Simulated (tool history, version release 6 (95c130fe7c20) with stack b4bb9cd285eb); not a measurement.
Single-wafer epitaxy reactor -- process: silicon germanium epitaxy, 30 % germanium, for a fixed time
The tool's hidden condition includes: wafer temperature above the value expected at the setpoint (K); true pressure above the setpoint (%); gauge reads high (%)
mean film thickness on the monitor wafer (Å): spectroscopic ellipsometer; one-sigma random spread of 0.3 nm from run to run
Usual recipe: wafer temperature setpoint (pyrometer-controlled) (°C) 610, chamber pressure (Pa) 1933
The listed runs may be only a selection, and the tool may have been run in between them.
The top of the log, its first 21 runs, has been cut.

run    hour  wafer temperature setpoint (pyrometer-controlled) (°C)  chamber pressure (Pa)  wafers since the last listed run  hours since the last pyrometer calibration  hours since the last manometer calibration  hours since the showerhead was replaced  hours since the gauge calibration  read-back reference wafer on the same gauge, thickness_nm  mean film thickness on the monitor wafer (Å)
      721.4  -- pyrometer calibrated
 22   736.2                                                     600                   1813                               309                                        14.8                                       206.8                                    110.1                              416.2                                                     69.840                                        503.63
 23   751.2                                                     598                   2386                               182                                        29.8                                       221.8                                    125.1                              431.2                                                     69.781                                        534.97
 24   782.9                                                     615                   1933                               385                                        61.5                                       253.5                                    156.8                              462.9                                                     69.769                                        681.81
 25   813.3                                                     610                   1933                               369                                        91.9                                       283.9                                    187.2                              493.3                                                     69.828                                        620.20
 26   833.0                                                     600                   2066                               239                                       111.6                                       303.6                                    206.9                              513.0                                                     69.878                                        527.81
 27   855.1                                                     610                   1933                               268                                       133.7                                       325.7                                    229.0                              535.1                                                     69.840                                        619.93
 28   874.7                                                     618                   2066                               238                                       153.3                                       345.3                                    248.6                              554.7                                                     69.730                                        733.37
 29   889.2                                                     610                   1933                               176                                       167.8                                       359.8                                    263.1                              569.2                                                     69.800                                        617.22
 30   920.2                                                     610                   1933                               376                                       198.8                                       390.8                                    294.1                              600.2                                                     69.757                                        624.48
 31   951.8                                                     610                   1933                               383                                       230.4                                       422.4                                    325.7                              631.8                                                     69.880                                        622.06
 32   983.7                                                     616                   2173                               387                                       262.3                                       454.3                                    357.6                              663.7                                                     69.864                                        720.50
 33  1018.5                                                     602                   1680                               422                                       297.1                                       489.1                                    392.4                              698.5                                                     69.782                                        507.96
 34  1050.1                                                     619                   2320                               383                                       328.7                                       520.7                                    424.0                              730.1                                                     69.793                                        775.67

Here are 3 independent what-if runs from the current tool condition. What would each one return?
  A  1050.5                                                     610                   1933                                 4                                       329.1                                       521.1                                    424.4                              730.5                                                          ?                                             ?
  B  1050.5                                                     603                   2360                                 4                                       329.1                                       521.1                                    424.4                              730.5                                                          ?                                             ?
  C  1050.5                                                     605                   2306                                 4                                       329.1                                       521.1                                    424.4                              730.5                                                          ?                                             ?

run  read-back reference wafer on the same gauge, thickness_nm  mean film thickness on the monitor wafer (Å)
  A                                                     69.835                                        620.01
  B                                                     69.835                                        582.08
  C                                                     69.835                                        599.50
What these runs would have given with no unlogged condition in the tool:
run  mean film thickness on the monitor wafer (Å)
  A                                        620.01
  B                                        582.08
  C                                        599.50
